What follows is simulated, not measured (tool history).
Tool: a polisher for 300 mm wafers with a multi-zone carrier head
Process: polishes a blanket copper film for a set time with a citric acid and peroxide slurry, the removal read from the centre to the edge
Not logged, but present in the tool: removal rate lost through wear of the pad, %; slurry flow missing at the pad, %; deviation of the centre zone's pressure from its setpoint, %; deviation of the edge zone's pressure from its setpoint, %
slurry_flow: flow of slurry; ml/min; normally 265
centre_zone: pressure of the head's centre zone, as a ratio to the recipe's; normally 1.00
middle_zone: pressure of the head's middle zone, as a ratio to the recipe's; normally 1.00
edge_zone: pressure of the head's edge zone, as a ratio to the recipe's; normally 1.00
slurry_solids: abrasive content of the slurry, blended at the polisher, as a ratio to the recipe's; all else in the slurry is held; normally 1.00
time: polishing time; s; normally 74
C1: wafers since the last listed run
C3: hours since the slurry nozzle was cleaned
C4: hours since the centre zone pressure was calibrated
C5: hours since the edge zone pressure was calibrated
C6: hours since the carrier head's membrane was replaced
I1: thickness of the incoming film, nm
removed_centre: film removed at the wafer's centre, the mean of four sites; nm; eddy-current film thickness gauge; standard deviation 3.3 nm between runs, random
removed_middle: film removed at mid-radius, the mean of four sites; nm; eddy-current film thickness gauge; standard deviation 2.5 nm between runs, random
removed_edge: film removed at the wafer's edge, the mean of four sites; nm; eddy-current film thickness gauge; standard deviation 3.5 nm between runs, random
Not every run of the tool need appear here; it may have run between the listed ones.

Run 1, hour 0.0: usual settings; C1 0; wafers polished on this pad 202; C3 770.2; C4 1341.9; C5 514.0; C6 1.2; I1 614.3. Result: removed_centre 230.9 nm, removed_middle 241.8 nm, removed_edge 236.9 nm.
Run 2, hour 14.5: usual settings but middle_zone 0.92, edge_zone 0.94, time 90 s; C1 186; wafers polished on this pad 389; C3 784.7; C4 1356.4; C5 528.5; C6 15.7; I1 629.4. Result: removed_centre 273.4 nm, removed_middle 267.9 nm, removed_edge 276.0 nm.
Run 3, hour 21.1: usual settings but slurry_flow 325 ml/min, middle_zone 1.05, edge_zone 0.96, slurry_solids 0.90; C1 84; wafers polished on this pad 473; C3 791.3; C4 1363.0; C5 535.1; C6 22.3; I1 616.4. Result: removed_centre 219.3 nm, removed_middle 241.9 nm, removed_edge 223.2 nm.
Run 4, hour 30.6: usual settings but slurry_flow 325 ml/min, edge_zone 1.11, slurry_solids 0.80, time 96 s; C1 121; wafers polished on this pad 595; C3 800.8; C4 1372.5; C5 544.6; C6 31.8; I1 613.7. Result: removed_centre 285.3 nm, removed_middle 292.0 nm, removed_edge 301.8 nm.
At hour 32.2: slurry nozzle cleaned.
At hour 39.5: centre zone pressure recalibrated.
Run 5, hour 46.0: usual settings but centre_zone 1.11, middle_zone 1.07, slurry_solids 1.20, time 58 s; C1 159; wafers polished on this pad 754; C3 13.8; C4 6.5; C5 560.0; C6 47.2; I1 615.3. Result: removed_centre 192.8 nm, removed_middle 189.5 nm, removed_edge 179.0 nm.
At hour 65.9: worn pad replaced by a new one.
Run 6, hour 66.4: usual settings; C1 210; wafers polished on this pad 5; C3 34.2; C4 26.9; C5 580.4; C6 67.6; I1 618.2. Result: removed_centre 240.5 nm, removed_middle 249.7 nm, removed_edge 247.2 nm.
Run 7, hour 70.2: usual settings; C1 48; wafers polished on this pad 54; C3 38.0; C4 30.7; C5 584.2; C6 71.4; I1 615.7. Result: removed_centre 240.3 nm, removed_middle 250.2 nm, removed_edge 249.3 nm.
Run 8, hour 83.1: usual settings but slurry_flow 305 ml/min, centre_zone 0.93, edge_zone 0.92; C1 165; wafers polished on this pad 220; C3 50.9; C4 43.6; C5 597.1; C6 84.3; I1 630.8. Result: removed_centre 212.2 nm, removed_middle 248.5 nm, removed_edge 232.8 nm.
Run 9, hour 99.0: usual settings but slurry_flow 175 ml/min, middle_zone 1.08; C1 204; wafers polished on this pad 424; C3 66.8; C4 59.5; C5 613.0; C6 100.2; I1 623.3. Result: removed_centre 224.7 nm, removed_middle 245.5 nm, removed_edge 228.2 nm.
Run 10, hour 115.4: usual settings but slurry_flow 345 ml/min, slurry_solids 0.90; C1 210; wafers polished on this pad 634; C3 83.2; C4 75.9; C5 629.4; C6 116.6; I1 626.3. Result: removed_centre 222.2 nm, removed_middle 234.8 nm, removed_edge 229.4 nm.
Run 11, hour 130.6: usual settings but slurry_flow 340 ml/min, centre_zone 0.93; C1 195; wafers polished on this pad 830; C3 98.4; C4 91.1; C5 644.6; C6 131.8; I1 627.0. Result: removed_centre 206.6 nm, removed_middle 235.6 nm, removed_edge 233.5 nm.
At hour 136.5: edge zone pressure recalibrated.
Run 12, hour 137.0: usual settings but slurry_flow 225 ml/min; C1 56; wafers polished on this pad 886; C3 104.8; C4 97.5; C5 0.5; C6 138.2; I1 623.5. Result: removed_centre 216.1 nm, removed_middle 224.9 nm, removed_edge 224.6 nm.
Run 13, hour 149.2: usual settings; C1 156; wafers polished on this pad 1043; C3 117.0; C4 109.7; C5 12.7; C6 150.4; I1 625.4. Result: removed_centre 213.9 nm, removed_middle 221.6 nm, removed_edge 219.6 nm.
At hour 177.0: worn pad replaced by a new one.
Run 14, hour 199.7: usual settings; C1 596; wafers polished on this pad 290; C3 167.5; C4 160.2; C5 63.2; C6 200.9; I1 618.0. Result: removed_centre 233.8 nm, removed_middle 236.5 nm, removed_edge 240.7 nm.
Run 15, hour 211.2: usual settings but centre_zone 0.94, edge_zone 0.92, slurry_solids 0.85, time 56 s; C1 147; wafers polished on this pad 438; C3 179.0; C4 171.7; C5 74.7; C6 212.4; I1 618.3. Result: removed_centre 157.2 nm, removed_middle 171.7 nm, removed_edge 169.3 nm.
Run 16, hour 227.5: usual settings but edge_zone 1.07; C1 209; wafers polished on this pad 647; C3 195.3; C4 188.0; C5 91.0; C6 228.7; I1 611.7. Result: removed_centre 217.3 nm, removed_middle 236.6 nm, removed_edge 238.0 nm.
Run 17, hour 243.8: usual settings but slurry_flow 315 ml/min, centre_zone 1.08, slurry_solids 1.20, time 95 s; C1 209; wafers polished on this pad 856; C3 211.6; C4 204.3; C5 107.3; C6 245.0; I1 611.5. Result: removed_centre 310.6 nm, removed_middle 302.8 nm, removed_edge 294.5 nm.
Run 18, hour 260.9: usual settings but centre_zone 0.92, middle_zone 1.10, edge_zone 1.05, slurry_solids 0.85; C1 219; wafers polished on this pad 1076; C3 228.7; C4 221.4; C5 124.4; C6 262.1; I1 606.1. Result: removed_centre 192.8 nm, removed_middle 230.8 nm, removed_edge 220.1 nm.
Run 19, hour 277.6: usual settings but slurry_flow 355 ml/min, middle_zone 0.90, time 50 s; C1 214; wafers polished on this pad 1290; C3 245.4; C4 238.1; C5 141.1; C6 278.8; I1 621.6. Result: removed_centre 140.0 nm, removed_middle 141.5 nm, removed_edge 147.5 nm.
At hour 286.5: worn pad replaced by a new one.
Run 20, hour 287.0: usual settings but slurry_flow 325 ml/min, slurry_solids 0.85; C1 69; wafers polished on this pad 6; C3 254.8; C4 247.5; C5 150.5; C6 288.2; I1 619.7. Result: removed_centre 241.0 nm, removed_middle 250.0 nm, removed_edge 246.6 nm.

What the log doesn't show, run by run:
slurry flow missing at the pad, %: 0 across all the runs
deviation of the centre zone's pressure from its setpoint, %: 0 across all the runs
deviation of the edge zone's pressure from its setpoint, %: 0 across all the runs
H1: removal rate lost through wear of the pad, %
run     H1
  1   5.02
  2   6.79
  3    7.6
  4   8.77
  5   10.7
  6  0.927
  7   1.39
  8   2.97
  9   4.92
 10   6.93
 11   8.79
 12   9.57
 13   11.1
 14   4.27
 15   5.68
 16   7.67
 17   9.67
 18   11.8
 19   13.8
 20  0.474
